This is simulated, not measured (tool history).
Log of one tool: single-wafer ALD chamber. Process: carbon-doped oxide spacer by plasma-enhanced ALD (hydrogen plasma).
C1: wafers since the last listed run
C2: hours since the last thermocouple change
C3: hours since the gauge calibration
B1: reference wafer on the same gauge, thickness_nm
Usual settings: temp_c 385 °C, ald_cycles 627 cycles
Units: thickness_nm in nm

run 1 hour=0 | temp_c=385 ald_cycles=627 | C1=0 C2=973.4 C3=933.2 | B1=40.716 | thickness_nm=35.374
run 2 hour=102.6 | temp_c=385 ald_cycles=627 | C1=88 C2=1076 C3=1035.8 | B1=40.692 | thickness_nm=35.339
run 3 hour=142.1 | temp_c=385 ald_cycles=627 | C1=33 C2=1115.5 C3=1075.3 | B1=40.67 | thickness_nm=35.431
run 4 hour=211.6 | temp_c=385 ald_cycles=627 | C1=59 C2=1185 C3=1144.8 | B1=40.687 | thickness_nm=35.419
run 5 hour=290.4 | temp_c=385 ald_cycles=627 | C1=67 C2=1263.8 C3=1223.6 | B1=40.717 | thickness_nm=35.262
run 6 hour=375 | temp_c=385 ald_cycles=627 | C1=72 C2=1348.4 C3=1308.2 | B1=40.707 | thickness_nm=35.441
run 7 hour=427.6 | temp_c=381 ald_cycles=627 | C1=45 C2=1401 C3=1360.8 | B1=40.67 | thickness_nm=35.408
run 8 hour=477 | temp_c=381 ald_cycles=627 | C1=42 C2=1450.4 C3=1410.2 | B1=40.672 | thickness_nm=35.409
run 9 hour=545.2 | temp_c=381 ald_cycles=627 | C1=58 C2=1518.6 C3=1478.4 | B1=40.706 | thickness_nm=35.558
run 10 hour=632.8 | temp_c=385 ald_cycles=627 | C1=75 C2=1606.2 C3=1566 | B1=40.725 | thickness_nm=35.451
run 11 hour=703.8 | temp_c=385 ald_cycles=627 | C1=60 C2=1677.2 C3=1637 | B1=40.687 | thickness_nm=35.386
run 12 hour=776.5 | temp_c=385 ald_cycles=627 | C1=62 C2=1749.9 C3=1709.7 | B1=40.687 | thickness_nm=35.467
run 13 hour=1078.7 | temp_c=385 ald_cycles=627 | C1=259 C2=2052.1 C3=2011.9 | B1=40.698 | thickness_nm=35.517
run 14 hour=1177.1 | temp_c=385 ald_cycles=627 | C1=84 C2=2150.5 C3=2110.3 | B1=40.724 | thickness_nm=35.311
run 15 hour=1275.4 | temp_c=385 ald_cycles=548 | C1=84 C2=2248.8 C3=2208.6 | B1=40.707 | thickness_nm=31.018
run 16 hour=1327.8 | temp_c=385 ald_cycles=627 | C1=44 C2=2301.2 C3=2261 | B1=40.767 | thickness_nm=35.408
run 17 hour=1368.3 | temp_c=385 ald_cycles=627 | C1=34 C2=2341.7 C3=2301.5 | B1=40.713 | thickness_nm=35.456
run 18 hour=1445.8 | temp_c=385 ald_cycles=627 | C1=66 C2=2419.2 C3=2379 | B1=40.659 | thickness_nm=35.533
run 19 hour=1540 | temp_c=385 ald_cycles=597 | C1=80 C2=2513.4 C3=2473.2 | B1=40.708 | thickness_nm=33.632
run 20 hour=1594.4 | temp_c=385 ald_cycles=597 | C1=46 C2=2567.8 C3=2527.6 | B1=40.697 | thickness_nm=33.643
run 21 hour=1638.9 | temp_c=385 ald_cycles=627 | C1=38 C2=2612.3 C3=2572.1 | B1=40.711 | thickness_nm=35.516
-- hour=1654.7 thermocouple changed; heater temperature recalibrated
run 22 hour=1716.6 | temp_c=381 ald_cycles=513 | C1=59 C2=61.9 C3=2649.8 | B1=40.746 | thickness_nm=28.94
run 23 hour=1781.4 | temp_c=381 ald_cycles=627 | C1=55 C2=126.7 C3=2714.6 | B1=40.749 | thickness_nm=35.43
run 24 hour=1838 | temp_c=389 ald_cycles=627 | C1=48 C2=183.3 C3=2771.2 | B1=40.692 | thickness_nm=35.183
run 25 hour=1892.7 | temp_c=389 ald_cycles=594 | C1=46 C2=238 C3=2825.9 | B1=40.696 | thickness_nm=33.548
run 26 hour=1930.9 | temp_c=391 ald_cycles=707 | C1=32 C2=276.2 C3=2864.1 | B1=40.698 | thickness_nm=40.029
run 27 hour=1982.4 | temp_c=385 ald_cycles=627 | C1=44 C2=327.7 C3=2915.6 | B1=40.723 | thickness_nm=35.427
run 28 hour=2088.2 | temp_c=385 ald_cycles=690 | C1=90 C2=433.5 C3=3021.4 | B1=40.672 | thickness_nm=39.172
run 29 hour=2127.9 | temp_c=385 ald_cycles=627 | C1=34 C2=473.2 C3=3061.1 | B1=40.675 | thickness_nm=35.488
run 30 hour=2228 | temp_c=379 ald_cycles=553 | C1=85 C2=573.3 C3=3161.2 | B1=40.625 | thickness_nm=31.083
run 31 hour=2278.7 | temp_c=374 ald_cycles=574 | C1=43 C2=624 C3=3211.9 | B1=40.653 | thickness_nm=32.282
-- hour=2325.6 gauge calibrated
run 32 hour=2360.3 | temp_c=385 ald_cycles=713 | C1=70 C2=705.6 C3=34.7 | B1=40.7 | thickness_nm=40.142
run 33 hour=2399.2 | temp_c=385 ald_cycles=627 | C1=33 C2=744.5 C3=73.6 | B1=40.71 | thickness_nm=35.457
run 34 hour=2498 | temp_c=385 ald_cycles=627 | C1=84 C2=843.3 C3=172.4 | B1=40.634 | thickness_nm=35.486
run 35 hour=2554.8 | temp_c=385 ald_cycles=627 | C1=48 C2=900.1 C3=229.2 | B1=40.715 | thickness_nm=35.264
run 36 hour=2640.9 | temp_c=385 ald_cycles=597 | C1=73 C2=986.2 C3=315.3 | B1=40.688 | thickness_nm=33.61
run 37 hour=2747.2 | temp_c=389 ald_cycles=548 | C1=91 C2=1092.5 C3=421.6 | B1=40.709 | thickness_nm=31.006
run 38 hour=2804.8 | temp_c=385 ald_cycles=526 | C1=49 C2=1150.1 C3=479.2 | B1=40.714 | thickness_nm=29.658
run 39 hour=2848.6 | temp_c=375 ald_cycles=715 | C1=37 C2=1193.9 C3=523 | B1=40.699 | thickness_nm=40.353
run 40 hour=2944.5 | temp_c=385 ald_cycles=547 | C1=82 C2=1289.8 C3=618.9 | B1=40.689 | thickness_nm=30.733
run 41 hour=2999.8 | temp_c=374 ald_cycles=534 | C1=47 C2=1345.1 C3=674.2 | B1=40.692 | thickness_nm=30.09
run 42 hour=3068.5 | temp_c=385 ald_cycles=627 | C1=58 C2=1413.8 C3=742.9 | B1=40.656 | thickness_nm=35.554
run 43 hour=3171 | temp_c=385 ald_cycles=627 | C1=87 C2=1516.3 C3=845.4 | B1=40.743 | thickness_nm=35.49

What the log doesn't show, run by run:
wafer temperature above the value expected at the setpoint (K): 0 in every run
gauge reads high (%): 0 in every run

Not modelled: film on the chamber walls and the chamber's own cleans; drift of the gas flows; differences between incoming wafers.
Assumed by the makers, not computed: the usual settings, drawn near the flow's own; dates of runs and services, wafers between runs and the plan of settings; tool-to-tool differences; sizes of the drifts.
